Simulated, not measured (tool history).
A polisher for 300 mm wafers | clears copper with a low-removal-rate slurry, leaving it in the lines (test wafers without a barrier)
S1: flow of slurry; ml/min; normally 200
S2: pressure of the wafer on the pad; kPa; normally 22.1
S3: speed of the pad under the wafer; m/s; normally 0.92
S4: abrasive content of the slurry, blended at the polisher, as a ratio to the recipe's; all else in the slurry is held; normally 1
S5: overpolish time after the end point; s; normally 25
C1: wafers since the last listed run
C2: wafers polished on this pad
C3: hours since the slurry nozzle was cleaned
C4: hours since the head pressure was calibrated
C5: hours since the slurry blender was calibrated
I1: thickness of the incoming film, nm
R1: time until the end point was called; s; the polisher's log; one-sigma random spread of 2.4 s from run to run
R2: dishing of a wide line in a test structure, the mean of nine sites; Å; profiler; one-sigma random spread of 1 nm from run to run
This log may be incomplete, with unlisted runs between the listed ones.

run,hour,S1,S2,S3,S4,S5,C1,C2,C3,C4,C5,I1,R1,R2
1,0,200,22.1,0.92,1,25,0,711,135.1,611.6,5.7,426.1,158.7,476
2,31,200,22.1,1.02,1,25,282,994,166.1,642.6,36.7,437.2,155.3,484
# hour 38.4: worn pad replaced by a new one
3,56.7,200,22.1,1.02,1,25,197,166,191.8,668.3,62.4,422.7,130.8,530
4,83.9,200,22.1,1.02,1,25,248,414,219,695.5,89.6,433.3,137.3,507
5,110.1,180,22.1,0.92,1,25,238,653,245.2,721.7,115.8,430.3,159.5,477
# hour 139.4: worn pad replaced by a new one
# hour 147.8: slurry blender recalibrated
6,172.7,200,22.1,0.86,1,25,516,285,307.8,784.3,24.9,432.6,159.1,465
# hour 184.8: slurry nozzle cleaned
7,205.8,200,22.1,0.86,1,25,292,578,21,817.4,58,422.7,166.2,461
8,227.2,200,20.7,0.92,1,25,195,773,42.4,838.8,79.4,433.5,174.7,429
# hour 239.9: worn pad replaced by a new one
9,258.2,200,22.1,0.92,1,25,246,166,73.4,869.8,110.4,429.3,155.1,482
10,271.1,200,22.1,0.92,1,25,117,284,86.3,882.7,123.3,434.4,157.6,487
11,291.7,200,22.1,0.92,0.95,25,187,472,106.9,903.3,143.9,431.3,164,458
# hour 305.1: slurry blender recalibrated
12,326.9,200,22.1,0.92,1,25,302,774,142.1,938.5,21.8,437.7,170.9,446
13,339.9,200,22.1,0.92,1,25,118,893,155.1,951.5,34.8,428.1,172.3,451
# hour 360.3: worn pad replaced by a new one
14,374.6,200,22.1,0.78,1,25,279,130,189.8,986.2,69.5,428.8,172.2,413
15,388.8,200,22.1,0.92,1,25,129,259,204,1000.4,83.7,431,154.6,488
# hour 413.2: head pressure recalibrated
16,421.3,225,15.9,1.18,1.25,25,278,537,236.5,8.1,116.2,431.7,147.8,493
# hour 433.1: slurry blender recalibrated
17,456.1,200,26.9,0.92,1.15,36,299,836,271.3,42.9,23,427.9,119.8,765
# hour 468.3: worn pad replaced by a new one
18,479.3,200,22.1,0.86,1,25,175,99,294.5,66.1,46.2,428.3,144.3,498
19,507.4,200,15.2,0.92,1,25,256,356,322.6,94.2,74.3,432.5,207.2,380
20,526.3,200,24.1,0.92,1,34,172,528,341.5,113.1,93.2,427.6,129.7,703
21,541,200,22.1,0.92,1,33,134,662,356.2,127.8,107.9,432,146.3,629
# hour 551.2: slurry nozzle cleaned
22,553,200,22.1,0.92,1,40,100,762,1.8,139.8,119.9,425.7,148.6,688

For each run, what was the tool's unlogged condition?
slurry flow missing at the pad, %: 0 in every run
abrasive missing from the slurry, %: 0 in every run
H1: removal rate lost through wear of the pad, %
H2: deviation of the head's pressure from its setpoint, %
run,H1,H2
1,7.18,-6.02
2,13,-6.36
3,0.578,-6.65
4,2.28,-6.95
5,5.29,-7.25
6,2.3,-7.95
7,5.54,-8.32
8,8.78,-8.56
9,2.35,-8.9
10,2.98,-9.05
11,4.66,-9.28
12,9.45,-9.67
13,11.8,-9.82
14,0.603,-10.2
15,1.2,-10.4
16,4.05,-0.168
17,9.4,-0.557
18,0.795,-0.817
19,2.17,-1.13
20,3.97,-1.34
21,5.86,-1.51
22,7.71,-1.64
